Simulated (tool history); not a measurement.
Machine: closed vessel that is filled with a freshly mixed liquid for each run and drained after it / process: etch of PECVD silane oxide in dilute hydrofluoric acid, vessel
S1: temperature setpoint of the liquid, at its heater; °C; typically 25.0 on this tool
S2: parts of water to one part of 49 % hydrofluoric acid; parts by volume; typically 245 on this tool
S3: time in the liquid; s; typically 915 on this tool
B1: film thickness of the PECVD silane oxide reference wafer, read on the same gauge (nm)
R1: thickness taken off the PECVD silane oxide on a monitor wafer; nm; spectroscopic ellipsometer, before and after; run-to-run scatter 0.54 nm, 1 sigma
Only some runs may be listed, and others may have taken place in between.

{"run": 1, "day": 0.0, "S1": 25.0, "S2": 165, "S3": 915, "B1": 60.0, "R1": 85.84}
{"run": 2, "day": 0.942, "S1": 25.0, "S2": 245, "S3": 1315, "B1": 60.02, "R1": 76.17}
{"run": 3, "day": 1.521, "S1": 25.0, "S2": 245, "S3": 1315, "B1": 60.0, "R1": 76.45}
{"run": 4, "day": 2.492, "S1": 25.0, "S2": 245, "S3": 915, "B1": 60.0, "R1": 53.25}
{"run": 5, "day": 3.35, "S1": 25.0, "S2": 245, "S3": 915, "B1": 59.98, "R1": 51.58}
{"run": 6, "day": 4.696, "S1": 25.0, "S2": 245, "S3": 915, "B1": 59.99, "R1": 51.9}
{"run": 7, "day": 5.425, "S1": 25.0, "S2": 245, "S3": 915, "B1": 59.98, "R1": 51.69}
{"run": 8, "day": 6.071, "S1": 25.0, "S2": 245, "S3": 915, "B1": 60.0, "R1": 51.42}
{"run": 9, "day": 6.812, "S1": 25.0, "S2": 245, "S3": 915, "B1": 60.0, "R1": 52.27}
{"run": 10, "day": 7.388, "S1": 25.0, "S2": 245, "S3": 915, "B1": 60.0, "R1": 51.65}
{"day": 8.05, "done": "hydrofluoric acid flow meter replaced"}
{"run": 11, "day": 8.129, "S1": 25.0, "S2": 205, "S3": 1265, "B1": 59.98, "R1": 96.91}
{"run": 12, "day": 9.267, "S1": 25.0, "S2": 205, "S3": 1265, "B1": 59.99, "R1": 95.62}
{"run": 13, "day": 10.292, "S1": 25.0, "S2": 205, "S3": 1265, "B1": 60.01, "R1": 94.64}
{"run": 14, "day": 14.008, "S1": 25.0, "S2": 245, "S3": 915, "B1": 60.0, "R1": 54.55}
{"run": 15, "day": 15.112, "S1": 25.0, "S2": 200, "S3": 1345, "B1": 60.0, "R1": 103.13}
{"run": 16, "day": 18.662, "S1": 25.0, "S2": 310, "S3": 915, "B1": 60.02, "R1": 40.3}
{"run": 17, "day": 20.146, "S1": 25.0, "S2": 245, "S3": 915, "B1": 60.01, "R1": 53.68}
{"run": 18, "day": 21.029, "S1": 25.0, "S2": 245, "S3": 915, "B1": 59.97, "R1": 52.85}
{"run": 19, "day": 21.908, "S1": 25.0, "S2": 245, "S3": 1240, "B1": 59.99, "R1": 72.5}
{"day": 22.946, "done": "thermometer replaced"}
{"run": 20, "day": 22.967, "S1": 20.5, "S2": 245, "S3": 915, "B1": 60.0, "R1": 44.47}
{"run": 21, "day": 24.329, "S1": 20.5, "S2": 245, "S3": 675, "B1": 60.02, "R1": 33.42}
{"run": 22, "day": 25.675, "S1": 23.0, "S2": 190, "S3": 1080, "B1": 60.0, "R1": 78.18}
{"run": 23, "day": 26.762, "S1": 25.0, "S2": 205, "S3": 1265, "B1": 59.99, "R1": 89.83}
{"day": 27.979, "done": "gauge calibrated"}
{"run": 24, "day": 28.171, "S1": 23.0, "S2": 245, "S3": 1145, "B1": 59.98, "R1": 62.13}
{"run": 25, "day": 28.775, "S1": 27.0, "S2": 245, "S3": 915, "B1": 60.0, "R1": 55.86}
{"day": 28.829, "done": "hydrofluoric acid flow meter replaced"}
{"run": 26, "day": 29.392, "S1": 25.0, "S2": 245, "S3": 915, "B1": 59.99, "R1": 55.48}
{"run": 27, "day": 30.483, "S1": 25.0, "S2": 245, "S3": 915, "B1": 60.0, "R1": 55.29}
{"run": 28, "day": 31.596, "S1": 25.0, "S2": 245, "S3": 915, "B1": 60.0, "R1": 55.13}
{"run": 29, "day": 32.875, "S1": 25.0, "S2": 330, "S3": 380, "B1": 60.0, "R1": 15.55}
{"run": 30, "day": 34.112, "S1": 25.0, "S2": 245, "S3": 915, "B1": 59.99, "R1": 54.52}
{"run": 31, "day": 34.85, "S1": 26.5, "S2": 245, "S3": 915, "B1": 60.01, "R1": 57.48}
{"run": 32, "day": 35.988, "S1": 25.0, "S2": 245, "S3": 915, "B1": 59.97, "R1": 54.46}
{"run": 33, "day": 36.704, "S1": 25.0, "S2": 245, "S3": 510, "B1": 60.0, "R1": 29.97}
{"run": 34, "day": 37.992, "S1": 21.0, "S2": 325, "S3": 695, "B1": 59.99, "R1": 25.04}

3 options for the next run, each taken on its own from the tool as it stands now. Forecast them:
{"run": "A", "day": 38.029, "S1": 25.0, "S2": 245, "S3": 915, "B1": "?", "R1": "?"}
{"run": "B", "day": 38.029, "S1": 28.0, "S2": 245, "S3": 915, "B1": "?", "R1": "?"}
{"run": "C", "day": 38.029, "S1": 25.0, "S2": 210, "S3": 915, "B1": "?", "R1": "?"}

run=A B1=60.00 R1=54.72
run=B B1=60.00 R1=60.72
run=C B1=60.00 R1=66.32
Had the tool no hidden state, the same runs would have come out as:
run=A R1=56.64
run=B R1=62.89
run=C R1=68.60

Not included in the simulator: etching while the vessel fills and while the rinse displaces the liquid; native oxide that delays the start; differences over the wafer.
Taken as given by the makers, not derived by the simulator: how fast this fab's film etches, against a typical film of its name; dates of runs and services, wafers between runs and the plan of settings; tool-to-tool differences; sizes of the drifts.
